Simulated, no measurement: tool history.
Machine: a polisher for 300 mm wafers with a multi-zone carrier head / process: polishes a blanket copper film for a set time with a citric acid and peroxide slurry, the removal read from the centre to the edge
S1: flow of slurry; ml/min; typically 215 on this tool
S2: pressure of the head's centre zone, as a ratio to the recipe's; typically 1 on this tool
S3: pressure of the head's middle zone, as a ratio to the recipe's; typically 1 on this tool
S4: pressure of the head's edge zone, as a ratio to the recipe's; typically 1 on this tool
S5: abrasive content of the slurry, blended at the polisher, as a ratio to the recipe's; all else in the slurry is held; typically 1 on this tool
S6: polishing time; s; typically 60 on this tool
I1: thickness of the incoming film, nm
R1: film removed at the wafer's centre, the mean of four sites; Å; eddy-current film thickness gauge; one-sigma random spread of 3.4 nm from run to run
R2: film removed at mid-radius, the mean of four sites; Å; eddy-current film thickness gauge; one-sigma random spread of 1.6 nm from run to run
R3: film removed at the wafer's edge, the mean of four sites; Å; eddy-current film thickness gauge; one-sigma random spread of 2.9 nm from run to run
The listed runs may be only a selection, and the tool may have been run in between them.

| run | hour | S1 | S2 | S3 | S4 | S5 | S6 | I1 | R1 | R2 | R3 |
|---|---|---|---|---|---|---|---|---|---|---|---|
| 1 | 0 | 215 | 1 | 1 | 1 | 1 | 60 | 575.1 | 2208 | 2144 | 2202 |
|  | 34.6 | slurry nozzle cleaned |
|  | 43.2 | worn pad replaced by a new one |
| 2 | 54.9 | 215 | 1 | 1 | 1 | 1 | 60 | 583.4 | 2386 | 2311 | 2357 |
| 3 | 87.2 | 215 | 1 | 1 | 1 | 1 | 60 | 591 | 2434 | 2330 | 2348 |
|  | 120.9 | carrier head's membrane replaced by a new one |
| 4 | 121.4 | 215 | 1 | 1 | 1 | 1 | 60 | 578 | 2406 | 2309 | 2377 |
|  | 157.4 | centre zone pressure recalibrated |
| 5 | 160.7 | 215 | 1 | 1 | 1 | 1 | 60 | 576.4 | 2423 | 2282 | 2352 |
| 6 | 226.9 | 175 | 1 | 0.9 | 1 | 1 | 60 | 588.1 | 2221 | 2049 | 2222 |
| 7 | 267.1 | 215 | 1 | 1 | 1 | 1 | 60 | 577.1 | 2246 | 2184 | 2250 |
|  | 305.5 | worn pad replaced by a new one |
| 8 | 329.6 | 215 | 1 | 1.06 | 0.95 | 1 | 52 | 574.8 | 2062 | 2089 | 2003 |
|  | 371.4 | edge zone pressure recalibrated |
| 9 | 378.4 | 250 | 1 | 0.9 | 0.9 | 1 | 50 | 577.5 | 2022 | 1895 | 1887 |
| 10 | 446.7 | 215 | 1.08 | 1 | 1 | 1 | 60 | 577.8 | 2549 | 2272 | 2335 |
|  | 502.1 | slurry nozzle cleaned |
| 11 | 502.6 | 215 | 1.05 | 0.96 | 1 | 1 | 60 | 585.3 | 2378 | 2195 | 2303 |
| 12 | 553.4 | 215 | 1 | 1 | 1.08 | 1 | 60 | 581.4 | 2231 | 2165 | 2258 |
| 13 | 608.5 | 215 | 1 | 1 | 1 | 1 | 60 | 579.5 | 2158 | 2043 | 2082 |
|  | 627.4 | worn pad replaced by a new one |
| 14 | 760.7 | 215 | 1.08 | 1.08 | 1.11 | 0.75 | 60 | 586.6 | 2324 | 2125 | 2212 |
| 15 | 788.6 | 215 | 0.94 | 1 | 1 | 1.15 | 66 | 586.9 | 2474 | 2556 | 2606 |
| 16 | 822.6 | 215 | 1 | 1 | 1 | 1.15 | 60 | 586.1 | 2392 | 2307 | 2304 |
| 17 | 893.3 | 215 | 0.97 | 1.07 | 1 | 1.3 | 60 | 576.1 | 2314 | 2360 | 2309 |
|  | 947.5 | worn pad replaced by a new one |
| 18 | 948 | 215 | 1.05 | 1 | 1 | 1 | 76 | 575.5 | 3119 | 2937 | 3079 |
|  | 960.7 | slurry nozzle cleaned |
| 19 | 1014.6 | 215 | 1 | 1 | 1 | 1.25 | 70 | 567.7 | 2987 | 2854 | 2934 |
| 20 | 1051.1 | 215 | 1 | 1 | 1 | 1 | 60 | 591.8 | 2315 | 2284 | 2362 |

Below are 5 alternative next runs, each starting from the tool's condition after run 20. Predict each:
| A | 1051.5 | 215 | 1 | 1 | 1 | 1 | 60 | 579 | ? | ? | ? |
| B | 1051.5 | 285 | 0.92 | 1 | 0.96 | 1.25 | 60 | 579 | ? | ? | ? |
| C | 1051.5 | 250 | 1 | 1 | 0.95 | 1 | 71 | 579 | ? | ? | ? |
| D | 1051.5 | 145 | 1 | 1 | 1 | 1 | 47 | 579 | ? | ? | ? |
| E | 1051.5 | 265 | 1 | 1 | 1 | 1.15 | 69 | 579 | ? | ? | ? |

| run | R1 | R2 | R3 |
|---|---|---|---|
| A | 2370 | 2303 | 2316 |
| B | 2435 | 2566 | 2507 |
| C | 2869 | 2782 | 2716 |
| D | 1707 | 1674 | 1718 |
| E | 2940 | 2849 | 2846 |
With no hidden state in the tool, these same runs would have given:
| run | R1 | R2 | R3 |
|---|---|---|---|
| A | 2439 | 2370 | 2384 |
| B | 2506 | 2640 | 2580 |
| C | 2952 | 2863 | 2795 |
| D | 1757 | 1723 | 1768 |
| E | 3026 | 2932 | 2929 |
